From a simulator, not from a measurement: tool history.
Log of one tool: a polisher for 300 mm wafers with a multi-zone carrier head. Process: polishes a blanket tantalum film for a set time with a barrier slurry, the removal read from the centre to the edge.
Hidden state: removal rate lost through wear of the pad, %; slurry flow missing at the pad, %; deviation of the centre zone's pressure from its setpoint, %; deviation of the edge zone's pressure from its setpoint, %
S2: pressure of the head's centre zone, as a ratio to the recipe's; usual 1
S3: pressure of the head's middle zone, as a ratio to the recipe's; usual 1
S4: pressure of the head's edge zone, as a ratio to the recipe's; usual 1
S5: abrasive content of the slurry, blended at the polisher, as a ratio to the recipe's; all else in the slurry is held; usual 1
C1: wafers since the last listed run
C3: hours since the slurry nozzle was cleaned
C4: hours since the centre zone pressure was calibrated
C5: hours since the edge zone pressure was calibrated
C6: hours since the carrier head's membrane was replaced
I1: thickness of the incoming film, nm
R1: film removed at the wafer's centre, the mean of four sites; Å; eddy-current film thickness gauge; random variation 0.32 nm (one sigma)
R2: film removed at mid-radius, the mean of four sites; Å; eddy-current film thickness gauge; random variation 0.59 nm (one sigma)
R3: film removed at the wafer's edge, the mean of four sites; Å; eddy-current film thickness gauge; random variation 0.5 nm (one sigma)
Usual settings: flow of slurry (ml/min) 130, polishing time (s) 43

Run 1, hour 0: usual settings but S4 0.96, S5 0.7; C1 0; wafers polished on this pad 1104; C3 710.1; C4 149.7; C5 1440.1; C6 204.1; I1 428.2. Result: R1 428 Å, R2 436 Å, R3 419 Å.
Run 2, hour 33.5: usual settings; C1 650; wafers polished on this pad 1754; C3 743.6; C4 183.2; C5 1473.6; C6 237.6; I1 429.2. Result: R1 476 Å, R2 477 Å, R3 477 Å.
Run 3, hour 57.5: usual settings but flow of slurry (ml/min) 120, S4 0.91, S5 0.8, polishing time (s) 49; C1 465; wafers polished on this pad 2220; C3 767.6; C4 207.2; C5 1497.6; C6 261.6; I1 430.3. Result: R1 491 Å, R2 489 Å, R3 479 Å.
Run 4, hour 73: usual settings but S2 0.96; C1 300; wafers polished on this pad 2521; C3 783.1; C4 222.7; C5 1513.1; C6 277.1; I1 428.6. Result: R1 454 Å, R2 474 Å, R3 469 Å.
Run 5, hour 91.8: usual settings but flow of slurry (ml/min) 155, polishing time (s) 34; C1 364; wafers polished on this pad 2886; C3 801.9; C4 241.5; C5 1531.9; C6 295.9; I1 425.3. Result: R1 390 Å, R2 393 Å, R3 373 Å.
Run 6, hour 112.1: usual settings; C1 393; wafers polished on this pad 3279; C3 822.2; C4 261.8; C5 1552.2; C6 316.2; I1 432.2. Result: R1 458 Å, R2 467 Å, R3 468 Å.
Run 7, hour 133.2: usual settings; C1 409; wafers polished on this pad 3689; C3 843.3; C4 282.9; C5 1573.3; C6 337.3; I1 426.8. Result: R1 460 Å, R2 463 Å, R3 462 Å.
Run 8, hour 156.8: usual settings; C1 457; wafers polished on this pad 4147; C3 866.9; C4 306.5; C5 1596.9; C6 360.9; I1 424.7. Result: R1 458 Å, R2 471 Å, R3 467 Å.
At hour 162.2: worn pad replaced by a new one.
Run 9, hour 170.6: usual settings but S4 1.09; C1 190; wafers polished on this pad 163; C3 880.7; C4 320.3; C5 1610.7; C6 374.7; I1 427.6. Result: R1 484 Å, R2 496 Å, R3 511 Å.
At hour 182: slurry nozzle cleaned.
At hour 185.2: edge zone pressure recalibrated.
Run 10, hour 200.9: usual settings but S4 1.06; C1 529; wafers polished on this pad 693; C3 18.9; C4 350.6; C5 15.7; C6 405; I1 427.8. Result: R1 476 Å, R2 476 Å, R3 498 Å.
At hour 212: centre zone pressure recalibrated.
Run 11, hour 225: usual settings but S4 1.07, S5 0.85; C1 428; wafers polished on this pad 1122; C3 43; C4 13; C5 39.8; C6 429.1; I1 433.9. Result: R1 463 Å, R2 459 Å, R3 471 Å.
Run 12, hour 241.6: usual settings but S4 1.05; C1 322; wafers polished on this pad 1444; C3 59.6; C4 29.6; C5 56.4; C6 445.7; I1 437.1. Result: R1 474 Å, R2 472 Å, R3 492 Å.
Run 13, hour 274.3: usual settings but S4 0.97; C1 634; wafers polished on this pad 2079; C3 92.3; C4 62.3; C5 89.1; C6 478.4; I1 431.6. Result: R1 466 Å, R2 479 Å, R3 473 Å.
Run 14, hour 300.1: usual settings but S3 0.94, polishing time (s) 37; C1 500; wafers polished on this pad 2579; C3 118.1; C4 88.1; C5 114.9; C6 504.2; I1 428. Result: R1 405 Å, R2 383 Å, R3 405 Å.
Run 15, hour 330.1: usual settings but flow of slurry (ml/min) 155, S2 1.04, S4 0.92, polishing time (s) 32; C1 582; wafers polished on this pad 3161; C3 148.1; C4 118.1; C5 144.9; C6 534.2; I1 431.7. Result: R1 377 Å, R2 368 Å, R3 349 Å.
Run 16, hour 364: usual settings but S2 1.03, S4 0.89; C1 657; wafers polished on this pad 3819; C3 182; C4 152; C5 178.8; C6 568.1; I1 427.8. Result: R1 470 Å, R2 472 Å, R3 442 Å.
Run 17, hour 388.2: usual settings but flow of slurry (ml/min) 100, S4 1.11, S5 1.2, polishing time (s) 36; C1 469; wafers polished on this pad 4289; C3 206.2; C4 176.2; C5 203; C6 592.3; I1 433.6. Result: R1 363 Å, R2 382 Å, R3 404 Å.
At hour 393: worn pad replaced by a new one.
Run 18, hour 407.6: usual settings but flow of slurry (ml/min) 160, S2 1.11, S3 0.96, S5 0.8; C1 298; wafers polished on this pad 284; C3 225.6; C4 195.6; C5 222.4; C6 611.7; I1 427.8. Result: R1 519 Å, R2 461 Å, R3 460 Å.
Run 19, hour 440.4: usual settings; C1 636; wafers polished on this pad 920; C3 258.4; C4 228.4; C5 255.2; C6 644.5; I1 432. Result: R1 477 Å, R2 479 Å, R3 484 Å.
Run 20, hour 460: usual settings but flow of slurry (ml/min) 110, S3 1.1, S5 1.15; C1 380; wafers polished on this pad 1300; C3 278; C4 248; C5 274.8; C6 664.1; I1 429.3. Result: R1 471 Å, R2 517 Å, R3 480 Å.
Run 21, hour 477.8: usual settings but flow of slurry (ml/min) 155; C1 345; wafers polished on this pad 1646; C3 295.8; C4 265.8; C5 292.6; C6 681.9; I1 425.3. Result: R1 496 Å, R2 496 Å, R3 501 Å.
Run 22, hour 499: usual settings but flow of slurry (ml/min) 100; C1 411; wafers polished on this pad 2057; C3 317; C4 287; C5 313.8; C6 703.1; I1 423.7. Result: R1 431 Å, R2 437 Å, R3 458 Å.

4 ways to go on from here, each from the tool as it stands after run 22. What would each give?
Run A, hour 499.4: usual settings; C1 7; wafers polished on this pad 2065; C3 317.4; C4 287.4; C5 314.2; C6 703.5; I1 437.8. Result: R1 ?, R2 ?, R3 ?.
Run B, hour 499.4: usual settings but S2 1.05, S5 1.2; C1 7; wafers polished on this pad 2065; C3 317.4; C4 287.4; C5 314.2; C6 703.5; I1 437.8. Result: R1 ?, R2 ?, R3 ?.
Run C, hour 499.4: usual settings but flow of slurry (ml/min) 100, S2 0.96, S3 0.93; C1 7; wafers polished on this pad 2065; C3 317.4; C4 287.4; C5 314.2; C6 703.5; I1 437.8. Result: R1 ?, R2 ?, R3 ?.
Run D, hour 499.4: usual settings but S2 0.9, S3 1.04, S5 0.8, polishing time (s) 34; C1 7; wafers polished on this pad 2065; C3 317.4; C4 287.4; C5 314.2; C6 703.5; I1 437.8. Result: R1 ?, R2 ?, R3 ?.

run   R1   R2   R3
  A  473  477  475
  B  516  499  497
  C  420  417  452
  D  322  367  353
Without the tool's hidden state the same runs would have given:
run   R1   R2   R3
  A  486  490  488
  B  530  513  510
  C  431  429  465
  D  331  377  363
